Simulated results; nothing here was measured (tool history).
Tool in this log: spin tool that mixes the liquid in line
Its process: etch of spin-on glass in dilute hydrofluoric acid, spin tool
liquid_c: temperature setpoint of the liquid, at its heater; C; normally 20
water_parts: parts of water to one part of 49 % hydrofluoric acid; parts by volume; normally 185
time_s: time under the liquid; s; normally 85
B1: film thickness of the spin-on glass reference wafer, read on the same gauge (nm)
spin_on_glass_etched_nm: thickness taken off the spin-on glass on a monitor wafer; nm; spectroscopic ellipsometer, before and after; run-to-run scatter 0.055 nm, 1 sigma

run 1 hour=0 | liquid_c=20 water_parts=185 time_s=85 | B1=60.05 | spin_on_glass_etched_nm=6.34
run 2 hour=13.4 | liquid_c=20 water_parts=185 time_s=85 | B1=59.99 | spin_on_glass_etched_nm=6.32
run 3 hour=52.9 | liquid_c=20 water_parts=185 time_s=85 | B1=59.94 | spin_on_glass_etched_nm=6.24
run 4 hour=70.5 | liquid_c=20 water_parts=185 time_s=85 | B1=59.98 | spin_on_glass_etched_nm=6.31
run 5 hour=85.8 | liquid_c=20 water_parts=185 time_s=85 | B1=60.06 | spin_on_glass_etched_nm=6.3
run 6 hour=95.5 | liquid_c=20 water_parts=185 time_s=85 | B1=60 | spin_on_glass_etched_nm=6.27
run 7 hour=111.8 | liquid_c=20 water_parts=185 time_s=85 | B1=60 | spin_on_glass_etched_nm=6.29
run 8 hour=123.8 | liquid_c=20 water_parts=185 time_s=85 | B1=59.98 | spin_on_glass_etched_nm=6.32
run 9 hour=130.9 | liquid_c=20 water_parts=185 time_s=85 | B1=60 | spin_on_glass_etched_nm=6.18
run 10 hour=137.6 | liquid_c=20 water_parts=185 time_s=85 | B1=60 | spin_on_glass_etched_nm=6.27
run 11 hour=155.5 | liquid_c=20 water_parts=185 time_s=85 | B1=60.06 | spin_on_glass_etched_nm=6.23
run 12 hour=165.9 | liquid_c=20 water_parts=185 time_s=85 | B1=60 | spin_on_glass_etched_nm=6.24
run 13 hour=179.3 | liquid_c=20 water_parts=185 time_s=85 | B1=59.97 | spin_on_glass_etched_nm=6.17
run 14 hour=192 | liquid_c=20 water_parts=185 time_s=85 | B1=60.06 | spin_on_glass_etched_nm=6.29
run 15 hour=201 | liquid_c=20 water_parts=185 time_s=85 | B1=60.01 | spin_on_glass_etched_nm=6.26
-- hour=211 thermometer replaced
run 16 hour=216.4 | liquid_c=20 water_parts=185 time_s=85 | B1=60.02 | spin_on_glass_etched_nm=6.98
run 17 hour=229 | liquid_c=22 water_parts=145 time_s=125 | B1=60 | spin_on_glass_etched_nm=14.46
-- hour=240.2 gauge calibrated
run 18 hour=242.5 | liquid_c=20 water_parts=185 time_s=85 | B1=59.95 | spin_on_glass_etched_nm=6.93
-- hour=248.8 hydrofluoric acid flow meter replaced
run 19 hour=254.1 | liquid_c=20 water_parts=245 time_s=50 | B1=59.97 | spin_on_glass_etched_nm=2.95
run 20 hour=291 | liquid_c=17 water_parts=275 time_s=35 | B1=59.99 | spin_on_glass_etched_nm=1.57
run 21 hour=300.4 | liquid_c=24 water_parts=185 time_s=85 | B1=60.05 | spin_on_glass_etched_nm=8.08
run 22 hour=316 | liquid_c=17.5 water_parts=160 time_s=85 | B1=59.97 | spin_on_glass_etched_nm=7.35
run 23 hour=326 | liquid_c=20 water_parts=185 time_s=85 | B1=59.99 | spin_on_glass_etched_nm=6.96
run 24 hour=337.4 | liquid_c=21.5 water_parts=160 time_s=100 | B1=60 | spin_on_glass_etched_nm=10.27
run 25 hour=346.2 | liquid_c=17 water_parts=130 time_s=65 | B1=59.97 | spin_on_glass_etched_nm=6.97
run 26 hour=362.3 | liquid_c=21.5 water_parts=240 time_s=110 | B1=60.01 | spin_on_glass_etched_nm=6.83
run 27 hour=373.3 | liquid_c=22 water_parts=185 time_s=60 | B1=59.97 | spin_on_glass_etched_nm=5.18
run 28 hour=384.6 | liquid_c=17 water_parts=160 time_s=135 | B1=60.03 | spin_on_glass_etched_nm=11.43
run 29 hour=390.8 | liquid_c=17 water_parts=215 time_s=45 | B1=60.01 | spin_on_glass_etched_nm=2.71
run 30 hour=407.9 | liquid_c=20 water_parts=185 time_s=65 | B1=60.02 | spin_on_glass_etched_nm=5.26
run 31 hour=416.4 | liquid_c=20 water_parts=185 time_s=85 | B1=59.99 | spin_on_glass_etched_nm=6.78
run 32 hour=426.9 | liquid_c=20 water_parts=150 time_s=70 | B1=60.01 | spin_on_glass_etched_nm=7.22

Per-run results on a tool with no hidden state, each run keeping its own random variation:
Hidden state at play: liquid colder than its thermometer reads (K); hydrofluoric acid flow above the setpoint (%); gauge reads high (%).
run=1 spin_on_glass_etched_nm=7.08
run=2 spin_on_glass_etched_nm=7.06
run=3 spin_on_glass_etched_nm=6.99
run=4 spin_on_glass_etched_nm=7.08
run=5 spin_on_glass_etched_nm=7.07
run=6 spin_on_glass_etched_nm=7.04
run=7 spin_on_glass_etched_nm=7.07
run=8 spin_on_glass_etched_nm=7.1
run=9 spin_on_glass_etched_nm=6.95
run=10 spin_on_glass_etched_nm=7.06
run=11 spin_on_glass_etched_nm=7.02
run=12 spin_on_glass_etched_nm=7.04
run=13 spin_on_glass_etched_nm=6.96
run=14 spin_on_glass_etched_nm=7.1
run=15 spin_on_glass_etched_nm=7.07
run=16 spin_on_glass_etched_nm=7.08
run=17 spin_on_glass_etched_nm=14.68
run=18 spin_on_glass_etched_nm=7.04
run=19 spin_on_glass_etched_nm=2.99
run=20 spin_on_glass_etched_nm=1.6
run=21 spin_on_glass_etched_nm=8.23
run=22 spin_on_glass_etched_nm=7.51
run=23 spin_on_glass_etched_nm=7.11
run=24 spin_on_glass_etched_nm=10.49
run=25 spin_on_glass_etched_nm=7.13
run=26 spin_on_glass_etched_nm=6.98
run=27 spin_on_glass_etched_nm=5.3
run=28 spin_on_glass_etched_nm=11.72
run=29 spin_on_glass_etched_nm=2.78
run=30 spin_on_glass_etched_nm=5.4
run=31 spin_on_glass_etched_nm=6.96
run=32 spin_on_glass_etched_nm=7.42

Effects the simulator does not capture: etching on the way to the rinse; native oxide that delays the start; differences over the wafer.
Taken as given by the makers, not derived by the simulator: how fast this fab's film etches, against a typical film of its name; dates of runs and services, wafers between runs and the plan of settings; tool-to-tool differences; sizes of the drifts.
